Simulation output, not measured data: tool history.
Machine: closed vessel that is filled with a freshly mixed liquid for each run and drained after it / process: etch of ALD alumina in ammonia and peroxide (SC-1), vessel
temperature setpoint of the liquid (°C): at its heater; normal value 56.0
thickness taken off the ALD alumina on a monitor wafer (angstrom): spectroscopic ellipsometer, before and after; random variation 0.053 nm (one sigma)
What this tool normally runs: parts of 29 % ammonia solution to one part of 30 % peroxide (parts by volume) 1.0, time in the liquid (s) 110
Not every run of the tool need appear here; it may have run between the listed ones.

run	hour	temperature setpoint of the liquid (°C)	parts of 29 % ammonia solution to one part of 30 % peroxide (parts by volume)	time in the liquid (s)	read-back film thickness of the ALD alumina reference wafer, read on the same gauge (nm)	thickness taken off the ALD alumina on a monitor wafer (angstrom)
1	0.0	56.0	1.0	110	100.04	76.7
2	35.0	56.0	1.0	110	100.02	75.4
# hour 45.1: gauge calibrated
3	67.9	48.0	1.2	110	99.98	49.4
4	87.1	48.0	1.2	110	100.01	49.6
5	116.3	56.0	1.0	110	99.99	76.1
6	146.0	56.0	1.0	110	99.99	75.4
7	159.1	56.0	1.0	110	100.01	75.3
8	183.9	56.0	1.0	110	100.01	76.0
9	199.3	63.0	1.0	110	100.01	108.7
10	216.4	56.0	1.0	110	100.01	76.5
11	245.9	56.0	1.0	135	100.00	92.9
12	278.9	62.0	1.0	65	100.02	60.4
# hour 282.5: thermometer replaced
13	310.1	51.0	1.2	90	100.00	53.5

Forecast run 14:
14	336.5	53.5	1.0	150	?	?

{"run 14": {"read-back film thickness of the ALD alumina reference wafer, read on the same gauge (nm)": 100.01, "thickness taken off the ALD alumina on a monitor wafer (angstrom)": 101.6}}
Take away the tool's hidden state, keep the run-to-run variation as it was, and the same run would have given thickness taken off the ALD alumina on a monitor wafer (angstrom) 103.1.

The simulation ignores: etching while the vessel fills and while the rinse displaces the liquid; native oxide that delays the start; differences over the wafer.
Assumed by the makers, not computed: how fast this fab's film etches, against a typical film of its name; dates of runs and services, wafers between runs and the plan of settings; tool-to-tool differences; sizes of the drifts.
